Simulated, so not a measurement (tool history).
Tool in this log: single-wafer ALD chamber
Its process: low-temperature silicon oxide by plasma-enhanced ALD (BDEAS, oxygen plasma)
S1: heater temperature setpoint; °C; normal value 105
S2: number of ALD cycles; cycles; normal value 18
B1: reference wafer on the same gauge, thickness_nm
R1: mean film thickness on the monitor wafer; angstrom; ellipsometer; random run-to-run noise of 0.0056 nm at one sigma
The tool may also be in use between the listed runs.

Run 1, hour 0: usual settings; B1 2.3. Result: R1 26.12 angstrom.
Run 2, hour 38.5: usual settings but S1 113 °C; B1 2.301. Result: R1 25.79 angstrom.
Run 3, hour 261.7: usual settings but S1 113 °C; B1 2.302. Result: R1 25.7 angstrom.
Run 4, hour 545: usual settings; B1 2.3. Result: R1 26.16 angstrom.
Run 5, hour 607.9: usual settings; B1 2.299. Result: R1 26.21 angstrom.
Run 6, hour 663.4: usual settings but S1 93 °C; B1 2.299. Result: R1 27.13 angstrom.
Run 7, hour 736.7: usual settings but S1 93 °C; B1 2.3. Result: R1 27.28 angstrom.
Run 8, hour 837.2: usual settings but S1 94 °C; B1 2.298. Result: R1 27.13 angstrom.
Run 9, hour 934.9: usual settings but S1 94 °C; B1 2.3. Result: R1 27.17 angstrom.
Run 10, hour 979.3: usual settings but S1 94 °C; B1 2.3. Result: R1 27.09 angstrom.
Run 11, hour 1027.8: usual settings; B1 2.3. Result: R1 26.1 angstrom.
Run 12, hour 1112.9: usual settings; B1 2.3. Result: R1 26.16 angstrom.
At hour 1208.9: thermocouple changed; heater temperature recalibrated.
Run 13, hour 1329.8: usual settings; B1 2.299. Result: R1 26.24 angstrom.
Run 14, hour 1433: usual settings but S1 97 °C, S2 19 cycles; B1 2.3. Result: R1 28.23 angstrom.
Run 15, hour 1492.4: usual settings but S1 97 °C, S2 19 cycles; B1 2.301. Result: R1 28.29 angstrom.
Run 16, hour 1558.5: usual settings but S1 97 °C, S2 19 cycles; B1 2.299. Result: R1 28.31 angstrom.
Run 17, hour 1660.6: usual settings; B1 2.3. Result: R1 26.17 angstrom.
Run 18, hour 1710.1: usual settings; B1 2.299. Result: R1 26.1 angstrom.
Run 19, hour 1751: usual settings; B1 2.301. Result: R1 26.1 angstrom.
Run 20, hour 1832: usual settings; B1 2.301. Result: R1 26.14 angstrom.
Run 21, hour 1888.6: usual settings but S1 98 °C, S2 21 cycles; B1 2.3. Result: R1 31.02 angstrom.
At hour 1967.9: gauge calibrated.
Run 22, hour 1996.2: usual settings but S1 92 °C, S2 15 cycles; B1 2.301. Result: R1 22.7 angstrom.
Run 23, hour 2077.7: usual settings but S1 91 °C, S2 16 cycles; B1 2.301. Result: R1 24.37 angstrom.
Run 24, hour 2139.9: usual settings but S2 19 cycles; B1 2.3. Result: R1 27.68 angstrom.
Run 25, hour 2201.7: usual settings but S2 20 cycles; B1 2.299. Result: R1 29.12 angstrom.
Run 26, hour 2276.9: usual settings but S1 97 °C; B1 2.3. Result: R1 26.73 angstrom.
Run 27, hour 2371.3: usual settings but S1 118 °C, S2 20 cycles; B1 2.3. Result: R1 28.35 angstrom.
Run 28, hour 2440.3: usual settings but S1 110 °C, S2 20 cycles; B1 2.3. Result: R1 28.76 angstrom.
Run 29, hour 2591.4: usual settings but S1 119 °C; B1 2.3. Result: R1 25.35 angstrom.
Run 30, hour 2675.8: usual settings; B1 2.3. Result: R1 26.11 angstrom.
Run 31, hour 2745.3: usual settings but S1 95 °C, S2 15 cycles; B1 2.299. Result: R1 22.5 angstrom.
Run 32, hour 2834.3: usual settings but S1 109 °C, S2 21 cycles; B1 2.3. Result: R1 30.29 angstrom.
Run 33, hour 2888.5: usual settings but S1 100 °C, S2 15 cycles; B1 2.299. Result: R1 22.04 angstrom.
Run 34, hour 2976.2: usual settings but S1 97 °C; B1 2.299. Result: R1 26.68 angstrom.
Run 35, hour 3059.5: usual settings; B1 2.3. Result: R1 26.19 angstrom.
Run 36, hour 3131.2: usual settings but S1 100 °C, S2 20 cycles; B1 2.301. Result: R1 29.36 angstrom.
Run 37, hour 3203.1: usual settings but S1 94 °C; B1 2.3. Result: R1 27.1 angstrom.
Run 38, hour 3280.7: usual settings but S1 97 °C, S2 19 cycles; B1 2.301. Result: R1 28.24 angstrom.
Run 39, hour 3367.9: usual settings; B1 2.302. Result: R1 26.16 angstrom.
Run 40, hour 3435.9: usual settings; B1 2.298. Result: R1 26.18 angstrom.

5 options for the next run, each taken on its own from the tool as it stands now. Forecast them:
Run A, hour 3436.3: usual settings but S2 16 cycles; B1 ?. Result: R1 ?.
Run B, hour 3436.3: usual settings but S1 116 °C; B1 ?. Result: R1 ?.
Run C, hour 3436.3: usual settings but S1 92 °C; B1 ?. Result: R1 ?.
Run D, hour 3436.3: usual settings but S1 113 °C, S2 21 cycles; B1 ?. Result: R1 ?.
Run E, hour 3436.3: usual settings but S1 98 °C, S2 20 cycles; B1 ?. Result: R1 ?.

run   B1     R1
  A  2.3  23.31
  B  2.3  25.64
  C  2.3  27.38
  D  2.3   30.1
  E  2.3  29.71
What these runs would have given with no unlogged condition in the tool:
run     R1
  A  23.31
  B  25.64
  C  27.38
  D   30.1
  E  29.71

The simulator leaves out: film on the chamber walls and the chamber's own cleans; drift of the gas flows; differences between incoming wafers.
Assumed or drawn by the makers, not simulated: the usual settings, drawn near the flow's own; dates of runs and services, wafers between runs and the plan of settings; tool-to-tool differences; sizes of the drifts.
